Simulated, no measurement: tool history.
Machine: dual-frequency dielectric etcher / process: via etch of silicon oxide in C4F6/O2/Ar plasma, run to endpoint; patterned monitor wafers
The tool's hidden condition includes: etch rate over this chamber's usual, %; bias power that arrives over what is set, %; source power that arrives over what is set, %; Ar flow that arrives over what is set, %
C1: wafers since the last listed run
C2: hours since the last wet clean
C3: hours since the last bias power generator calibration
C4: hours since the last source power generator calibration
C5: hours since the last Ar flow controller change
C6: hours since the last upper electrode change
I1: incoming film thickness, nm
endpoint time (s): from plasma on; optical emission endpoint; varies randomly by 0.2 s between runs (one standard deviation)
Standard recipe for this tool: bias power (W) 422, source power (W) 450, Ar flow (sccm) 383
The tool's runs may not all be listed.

Run 1, hour 0.0: usual settings; C1 0; C2 402.0; C3 4113.6; C4 3152.5; C5 4722.7; C6 5439.5; I1 129.8. Result: endpoint time (s) 26.3.
Run 2, hour 6.2: usual settings; C1 96; C2 408.2; C3 4119.8; C4 3158.7; C5 4728.9; C6 5445.7; I1 130.8. Result: endpoint time (s) 26.6.
Run 3, hour 12.2: usual settings; C1 93; C2 414.2; C3 4125.8; C4 3164.7; C5 4734.9; C6 5451.7; I1 131.3. Result: endpoint time (s) 27.0.
Run 4, hour 27.4: usual settings; C1 236; C2 429.4; C3 4141.0; C4 3179.9; C5 4750.1; C6 5466.9; I1 130.8. Result: endpoint time (s) 26.3.
Run 5, hour 42.9: usual settings but Ar flow (sccm) 313; C1 241; C2 444.9; C3 4156.5; C4 3195.4; C5 4765.6; C6 5482.4; I1 129.8. Result: endpoint time (s) 25.5.
Run 6, hour 52.9: usual settings but Ar flow (sccm) 313; C1 155; C2 454.9; C3 4166.5; C4 3205.4; C5 4775.6; C6 5492.4; I1 129.8. Result: endpoint time (s) 25.4.
Run 7, hour 59.2: usual settings but Ar flow (sccm) 449; C1 98; C2 461.2; C3 4172.8; C4 3211.7; C5 4781.9; C6 5498.7; I1 130.3. Result: endpoint time (s) 26.7.
Run 8, hour 71.4: usual settings; C1 189; C2 473.4; C3 4185.0; C4 3223.9; C5 4794.1; C6 5510.9; I1 132.7. Result: endpoint time (s) 26.7.
Run 9, hour 78.3: usual settings; C1 107; C2 480.3; C3 4191.9; C4 3230.8; C5 4801.0; C6 5517.8; I1 130.8. Result: endpoint time (s) 26.4.
Run 10, hour 87.2: usual settings; C1 138; C2 489.2; C3 4200.8; C4 3239.7; C5 4809.9; C6 5526.7; I1 131.0. Result: endpoint time (s) 26.4.
Run 11, hour 103.8: usual settings; C1 258; C2 505.8; C3 4217.4; C4 3256.3; C5 4826.5; C6 5543.3; I1 132.8. Result: endpoint time (s) 26.5.
Run 12, hour 113.5: usual settings; C1 150; C2 515.5; C3 4227.1; C4 3266.0; C5 4836.2; C6 5553.0; I1 131.0. Result: endpoint time (s) 26.2.
Run 13, hour 124.1: usual settings; C1 164; C2 526.1; C3 4237.7; C4 3276.6; C5 4846.8; C6 5563.6; I1 131.6. Result: endpoint time (s) 26.6.
Run 14, hour 133.0: usual settings but bias power (W) 490, source power (W) 420, Ar flow (sccm) 313; C1 138; C2 535.0; C3 4246.6; C4 3285.5; C5 4855.7; C6 5572.5; I1 130.9. Result: endpoint time (s) 24.6.
Run 15, hour 139.8: usual settings but source power (W) 510, Ar flow (sccm) 457; C1 105; C2 541.8; C3 4253.4; C4 3292.3; C5 4862.5; C6 5579.3; I1 131.0. Result: endpoint time (s) 25.5.
At hour 162.9: bias power generator calibrated.
At hour 188.2: upper electrode replaced, of another model than before.
Run 16, hour 188.9: usual settings but bias power (W) 462, source power (W) 380; C1 328; C2 590.9; C3 26.0; C4 3341.4; C5 4911.6; C6 0.7; I1 131.6. Result: endpoint time (s) 26.9.
Run 17, hour 197.8: usual settings but bias power (W) 478, source power (W) 410, Ar flow (sccm) 341; C1 138; C2 599.8; C3 34.9; C4 3350.3; C5 4920.5; C6 9.6; I1 130.3. Result: endpoint time (s) 24.8.
At hour 223.8: wet clean of the chamber.
Run 18, hour 224.3: usual settings; C1 38; C2 0.5; C3 61.4; C4 3376.8; C5 4947.0; C6 36.1; I1 131.6. Result: endpoint time (s) 28.3.
Run 19, hour 224.7: usual settings but bias power (W) 485, source power (W) 490; C1 6; C2 0.9; C3 61.8; C4 3377.2; C5 4947.4; C6 36.5; I1 132.1. Result: endpoint time (s) 25.0.
Run 20, hour 231.3: usual settings but source power (W) 530, Ar flow (sccm) 305; C1 102; C2 7.5; C3 68.4; C4 3383.8; C5 4954.0; C6 43.1; I1 131.6. Result: endpoint time (s) 25.5.
At hour 245.1: Ar flow controller replaced.
Run 21, hour 245.6: usual settings but Ar flow (sccm) 462; C1 129; C2 21.8; C3 82.7; C4 3398.1; C5 0.5; C6 57.4; I1 130.4. Result: endpoint time (s) 27.9.
Run 22, hour 257.5: usual settings; C1 185; C2 33.7; C3 94.6; C4 3410.0; C5 12.4; C6 69.3; I1 130.8. Result: endpoint time (s) 27.6.
At hour 268.3: source power generator calibrated.
Run 23, hour 277.6: usual settings but bias power (W) 519, source power (W) 340, Ar flow (sccm) 319; C1 250; C2 53.8; C3 114.7; C4 9.3; C5 32.5; C6 89.4; I1 130.5. Result: endpoint time (s) 27.5.
Run 24, hour 284.2: usual settings but bias power (W) 340, source power (W) 420; C1 102; C2 60.4; C3 121.3; C4 15.9; C5 39.1; C6 96.0; I1 131.5. Result: endpoint time (s) 32.7.
Run 25, hour 296.6: usual settings but bias power (W) 525, source power (W) 560, Ar flow (sccm) 351; C1 192; C2 72.8; C3 133.7; C4 28.3; C5 51.5; C6 108.4; I1 131.8. Result: endpoint time (s) 22.0.
Run 26, hour 320.4: usual settings; C1 370; C2 96.6; C3 157.5; C4 52.1; C5 75.3; C6 132.2; I1 132.3. Result: endpoint time (s) 27.9.
Run 27, hour 337.2: usual settings but source power (W) 410, Ar flow (sccm) 356; C1 261; C2 113.4; C3 174.3; C4 68.9; C5 92.1; C6 149.0; I1 130.4. Result: endpoint time (s) 28.4.
Run 28, hour 351.5: usual settings but bias power (W) 502; C1 222; C2 127.7; C3 188.6; C4 83.2; C5 106.4; C6 163.3; I1 131.5. Result: endpoint time (s) 24.5.
Run 29, hour 362.8: usual settings; C1 175; C2 139.0; C3 199.9; C4 94.5; C5 117.7; C6 174.6; I1 131.4. Result: endpoint time (s) 27.5.
Run 30, hour 374.9: usual settings but source power (W) 350, Ar flow (sccm) 307; C1 188; C2 151.1; C3 212.0; C4 106.6; C5 129.8; C6 186.7; I1 130.5. Result: endpoint time (s) 30.0.

Branching from run 30: 3 alternative next runs. What would each branch give?
Run A, hour 375.3: usual settings but Ar flow (sccm) 441; C1 6; C2 151.5; C3 212.4; C4 107.0; C5 130.2; C6 187.1; I1 132.7. Result: endpoint time (s) ?.
Run B, hour 375.3: usual settings but bias power (W) 367, source power (W) 510, Ar flow (sccm) 333; C1 6; C2 151.5; C3 212.4; C4 107.0; C5 130.2; C6 187.1; I1 132.7. Result: endpoint time (s) ?.
Run C, hour 375.3: usual settings but bias power (W) 383, Ar flow (sccm) 477; C1 6; C2 151.5; C3 212.4; C4 107.0; C5 130.2; C6 187.1; I1 132.7. Result: endpoint time (s) ?.

run  endpoint time (s)
  A               28.4
  B               28.5
  C               30.3
Had the tool no hidden state, the same runs would have come out as:
run  endpoint time (s)
  A               28.8
  B               28.9
  C               30.7
